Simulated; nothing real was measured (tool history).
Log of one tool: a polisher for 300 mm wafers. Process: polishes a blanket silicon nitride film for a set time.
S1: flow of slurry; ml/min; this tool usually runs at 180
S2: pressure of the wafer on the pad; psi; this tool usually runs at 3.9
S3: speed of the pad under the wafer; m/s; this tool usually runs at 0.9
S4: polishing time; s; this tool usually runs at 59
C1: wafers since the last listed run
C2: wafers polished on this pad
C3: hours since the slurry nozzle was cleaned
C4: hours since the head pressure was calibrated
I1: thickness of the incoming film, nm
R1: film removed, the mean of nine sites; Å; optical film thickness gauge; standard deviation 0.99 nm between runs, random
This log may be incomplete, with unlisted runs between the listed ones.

| run | hour | S1 | S2 | S3 | S4 | C1 | C2 | C3 | C4 | I1 | R1 |
|---|---|---|---|---|---|---|---|---|---|---|---|
| 1 | 0 | 180 | 3.9 | 0.76 | 59 | 0 | 2713 | 185.6 | 452.4 | 689.6 | 1089 |
|  | 23.7 | head pressure recalibrated |
| 2 | 96.8 | 180 | 3.9 | 0.9 | 42 | 1087 | 3801 | 282.4 | 73.1 | 694.1 | 865 |
|  | 125.4 | worn pad replaced by a new one |
| 3 | 138.6 | 180 | 3.9 | 0.9 | 42 | 433 | 151 | 324.2 | 114.9 | 694.4 | 901 |
| 4 | 179.5 | 180 | 3.9 | 0.9 | 42 | 469 | 620 | 365.1 | 155.8 | 691.8 | 895 |
|  | 215.8 | slurry nozzle cleaned |
| 5 | 284.6 | 180 | 3.1 | 0.9 | 59 | 1194 | 1814 | 68.8 | 260.9 | 684.8 | 976 |
| 6 | 333.7 | 180 | 3.9 | 0.9 | 59 | 563 | 2377 | 117.9 | 310 | 673.9 | 1216 |
| 7 | 398.2 | 180 | 3.9 | 0.9 | 59 | 739 | 3117 | 182.4 | 374.5 | 689.9 | 1215 |
|  | 460.8 | head pressure recalibrated |
| 8 | 485.1 | 180 | 3.9 | 0.66 | 59 | 973 | 4091 | 269.3 | 24.3 | 686.7 | 979 |
|  | 539.1 | worn pad replaced by a new one |
| 9 | 579.5 | 180 | 3.9 | 0.66 | 59 | 1037 | 464 | 363.7 | 118.7 | 696.4 | 1005 |
| 10 | 619.2 | 180 | 3.9 | 0.9 | 59 | 455 | 919 | 403.4 | 158.4 | 698.3 | 1232 |
|  | 645.3 | slurry nozzle cleaned |
| 11 | 672.1 | 180 | 3.9 | 0.9 | 59 | 595 | 1514 | 26.8 | 211.3 | 698.7 | 1230 |
| 12 | 738.2 | 180 | 3.9 | 0.9 | 59 | 758 | 2273 | 92.9 | 277.4 | 689.8 | 1214 |
| 13 | 786.2 | 180 | 3.9 | 0.9 | 55 | 550 | 2823 | 140.9 | 325.4 | 681.8 | 1130 |
| 14 | 829.5 | 180 | 3.9 | 0.9 | 55 | 496 | 3320 | 184.2 | 368.7 | 688.5 | 1119 |
|  | 877.3 | worn pad replaced by a new one, of another model than before |
|  | 881.8 | head pressure recalibrated |
| 15 | 905.2 | 180 | 3.2 | 0.9 | 67 | 799 | 296 | 259.9 | 23.4 | 697.9 | 1246 |
|  | 989.3 | slurry nozzle cleaned |
| 16 | 990.4 | 210 | 4.7 | 0.9 | 74 | 965 | 1262 | 1.1 | 108.6 | 679.7 | 1789 |
| 17 | 1081.3 | 180 | 3.9 | 0.9 | 59 | 1042 | 2305 | 92 | 199.5 | 689.4 | 1201 |
| 18 | 1130.6 | 180 | 3.9 | 0.9 | 59 | 565 | 2871 | 141.3 | 248.8 | 691.1 | 1213 |
| 19 | 1223.3 | 120 | 2.7 | 0.72 | 59 | 1063 | 3934 | 234 | 341.5 | 696.6 | 799 |
|  | 1265.4 | worn pad replaced by a new one |
| 20 | 1320.7 | 180 | 3.9 | 0.9 | 59 | 1071 | 633 | 331.4 | 438.9 | 684.6 | 1242 |
|  | 1324.3 | head pressure recalibrated |
|  | 1388.1 | slurry nozzle cleaned |
| 21 | 1391.1 | 180 | 3.9 | 0.9 | 59 | 773 | 1407 | 3 | 66.8 | 696.5 | 1209 |
| 22 | 1492.1 | 140 | 5.3 | 0.7 | 59 | 1158 | 2565 | 104 | 167.8 | 681.2 | 1306 |
| 23 | 1564.6 | 180 | 3.9 | 0.82 | 59 | 831 | 3397 | 176.5 | 240.3 | 680.7 | 1155 |
|  | 1654.4 | worn pad replaced by a new one |
| 24 | 1667 | 180 | 3.9 | 0.76 | 59 | 1128 | 144 | 278.9 | 342.7 | 689.6 | 1156 |
| 25 | 1719.6 | 225 | 3.4 | 0.9 | 59 | 603 | 747 | 331.5 | 395.3 | 684.5 | 1151 |
|  | 1746.1 | slurry nozzle cleaned |
| 26 | 1805.8 | 150 | 3.9 | 1.06 | 59 | 977 | 1724 | 59.7 | 481.5 | 682.4 | 1300 |
|  | 1844.4 | head pressure recalibrated |
| 27 | 1861.7 | 180 | 3.9 | 0.9 | 48 | 618 | 2343 | 115.6 | 17.3 | 687.2 | 983 |
| 28 | 1925.9 | 245 | 4.6 | 0.9 | 68 | 736 | 3079 | 179.8 | 81.5 | 695.5 | 1619 |

Hidden state or all else? Some run-to-run changes of R1, split into what the settings, what came in and random variation would give without the hidden state, and what is left for the hidden state (with any gauge scatter that isn't in both results):
Unlogged tool condition in this case: removal rate lost through wear of the pad, %; slurry flow missing at the pad, %; deviation of the head's pressure from its setpoint, %.
Run 14 -> 15: S2 3.9 -> 3.2, S4 55 -> 67, worn pad replaced by a new one, of another model than before, head pressure recalibrated. R1 +127 Å: hidden state +41, all else +86.
Run 16 -> 17: S1 210 -> 180, S2 4.7 -> 3.9, S4 74 -> 59. R1 -588 Å: hidden state +5, all else -593.
Run 23 -> 24: S3 0.82 -> 0.76, worn pad replaced by a new one. R1 +1 Å: hidden state +52, all else -51.
Run 27 -> 28: S1 180 -> 245, S2 3.9 -> 4.6, S4 48 -> 68. R1 +636 Å: hidden state -32, all else +668.
